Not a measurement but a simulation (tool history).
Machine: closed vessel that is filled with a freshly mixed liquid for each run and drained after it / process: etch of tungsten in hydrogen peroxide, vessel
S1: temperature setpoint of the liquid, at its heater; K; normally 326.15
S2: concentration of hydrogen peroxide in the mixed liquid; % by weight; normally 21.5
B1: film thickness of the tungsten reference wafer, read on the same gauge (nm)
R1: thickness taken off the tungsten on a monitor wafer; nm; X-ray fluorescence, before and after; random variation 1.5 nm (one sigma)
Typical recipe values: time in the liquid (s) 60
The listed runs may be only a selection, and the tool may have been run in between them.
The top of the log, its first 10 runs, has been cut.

run 11 hour=274.2 | S1=326.15 S2=21.5 time_in_the_liquid_(s)=60 | B1=60.00 | R1=209.90
run 12 hour=288.6 | S1=326.15 S2=21.5 time_in_the_liquid_(s)=60 | B1=60.01 | R1=207.16
run 13 hour=335.4 | S1=319.65 S2=25.5 time_in_the_liquid_(s)=60 | B1=59.99 | R1=151.49
run 14 hour=348.8 | S1=326.15 S2=21.5 time_in_the_liquid_(s)=60 | B1=60.02 | R1=208.46
run 15 hour=377.3 | S1=326.15 S2=21.5 time_in_the_liquid_(s)=60 | B1=59.97 | R1=208.53
run 16 hour=404.6 | S1=326.15 S2=21.5 time_in_the_liquid_(s)=30 | B1=60.01 | R1=102.91
-- hour=406.4 peroxide flow meter replaced
-- hour=406.6 gauge calibrated
-- hour=420.3 new drum of peroxide connected
run 17 hour=431.3 | S1=328.65 S2=18.5 time_in_the_liquid_(s)=30 | B1=60.01 | R1=120.14
run 18 hour=456.6 | S1=326.15 S2=21.5 time_in_the_liquid_(s)=60 | B1=60.01 | R1=222.14
run 19 hour=480.3 | S1=334.65 S2=23.5 time_in_the_liquid_(s)=50 | B1=60.01 | R1=316.51
run 20 hour=497.1 | S1=328.65 S2=21.5 time_in_the_liquid_(s)=75 | B1=60.01 | R1=320.37
run 21 hour=518.5 | S1=326.15 S2=18.5 time_in_the_liquid_(s)=60 | B1=60.00 | R1=201.57
-- hour=540.0 thermometer replaced
run 22 hour=547.9 | S1=330.65 S2=27.0 time_in_the_liquid_(s)=35 | B1=59.99 | R1=188.86
run 23 hour=576.2 | S1=318.65 S2=21.5 time_in_the_liquid_(s)=70 | B1=60.02 | R1=161.91
run 24 hour=596.8 | S1=326.15 S2=21.5 time_in_the_liquid_(s)=60 | B1=59.99 | R1=220.55
run 25 hour=627.6 | S1=326.15 S2=26.0 time_in_the_liquid_(s)=95 | B1=59.99 | R1=384.93
run 26 hour=687.6 | S1=333.65 S2=21.5 time_in_the_liquid_(s)=60 | B1=60.00 | R1=337.01
run 27 hour=714.0 | S1=326.15 S2=16.0 time_in_the_liquid_(s)=60 | B1=60.00 | R1=187.43

Run 28, settings as shown, results not yet in. Your forecast:
run 28 hour=730.6 | S1=333.15 S2=27.5 time_in_the_liquid_(s)=90 | B1=? | R1=?

B1: 59.99
R1: 562.40 nm
Without the tool's hidden state the same run would have given R1 570.53 nm.

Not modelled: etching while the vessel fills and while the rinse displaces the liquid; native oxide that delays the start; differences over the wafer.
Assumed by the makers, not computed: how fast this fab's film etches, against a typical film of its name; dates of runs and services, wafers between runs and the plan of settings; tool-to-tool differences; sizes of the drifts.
